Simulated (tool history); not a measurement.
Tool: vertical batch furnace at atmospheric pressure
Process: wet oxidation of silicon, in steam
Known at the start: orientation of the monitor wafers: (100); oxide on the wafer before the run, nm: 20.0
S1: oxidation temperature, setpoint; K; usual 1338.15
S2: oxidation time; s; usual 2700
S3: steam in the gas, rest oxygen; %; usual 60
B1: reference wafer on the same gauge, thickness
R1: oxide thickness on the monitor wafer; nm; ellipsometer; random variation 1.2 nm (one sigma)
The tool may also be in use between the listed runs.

run   hour       S1    S2  S3      B1      R1
  1      0  1338.15  2700  60  403.65  378.28
  2   29.5  1338.15  2700  60  402.48  379.13
  3   59.4  1338.15  2700  60  403.27     379
  4   86.7  1338.15  2700  60  403.08  378.08
  5  112.5  1321.15  2700  53  403.17  315.16
  6  145.5  1326.15  3270  60  403.41  397.83
  7  173.2  1326.15  3270  60  403.01  397.71
  8  202.9  1346.15  2700  60  402.99   397.5
  9  229.5  1346.15  2700  60  403.35  394.21
 10    246  1346.15  2700  60  402.94  393.76
 11  268.8  1338.15  2700  60  402.86  378.78
 12  297.2  1338.15  2700  60  402.27  377.18
 13  319.6  1338.15  2700  60  402.96  378.37
 14  336.8  1338.15  2700  60  402.69  377.33
 15  368.8  1320.15  3180  67  402.84  405.93
       399  -- thermocouples replaced and temperature profile calibrated
 16  399.5  1338.15  1410  50   403.6  224.86
 17  416.3  1346.15  3270  60  402.83  443.45
 18  442.1  1325.15  3270  66  403.23  419.11
     505.1  -- steam generator serviced
 19  527.9  1338.15  2700  60  402.78  394.82
 20    553  1327.15  2700  54  403.18  346.42
 21  583.5  1338.15  2190  50  402.99  310.02
     596.2  -- gauge calibrated
 22    615  1338.15  2700  72   403.6  437.42
 23  631.1  1345.15  2700  51  403.16  369.33
 24  734.2  1338.15  2700  60  403.35  389.49
 25  758.9  1338.15  2700  60  402.65     390
 26  788.5  1359.15  3960  70  402.53  593.53
 27  810.1  1359.15  2700  71  402.96   479.8
 28  824.1  1338.15  2700  60  402.82  388.63
 29  839.5  1338.15  2700  60  402.81  390.27

4 ways to go on from here, each from the tool as it stands after run 29. What would each give?
  A  845.1  1338.15  2700  57   ?   ?
  B  845.1  1358.15  1770  51   ?   ?
  C  845.1  1324.15  3180  68   ?   ?
  D  845.1  1361.15  3120  54   ?   ?

run      B1      R1
  A  403.39  376.15
  B  403.39  302.88
  C  403.39  428.61
  D  403.39  446.53
Without the tool's hidden state the same runs would have given:
run      R1
  A  385.18
  B  310.12
  C  438.95
  D  456.74
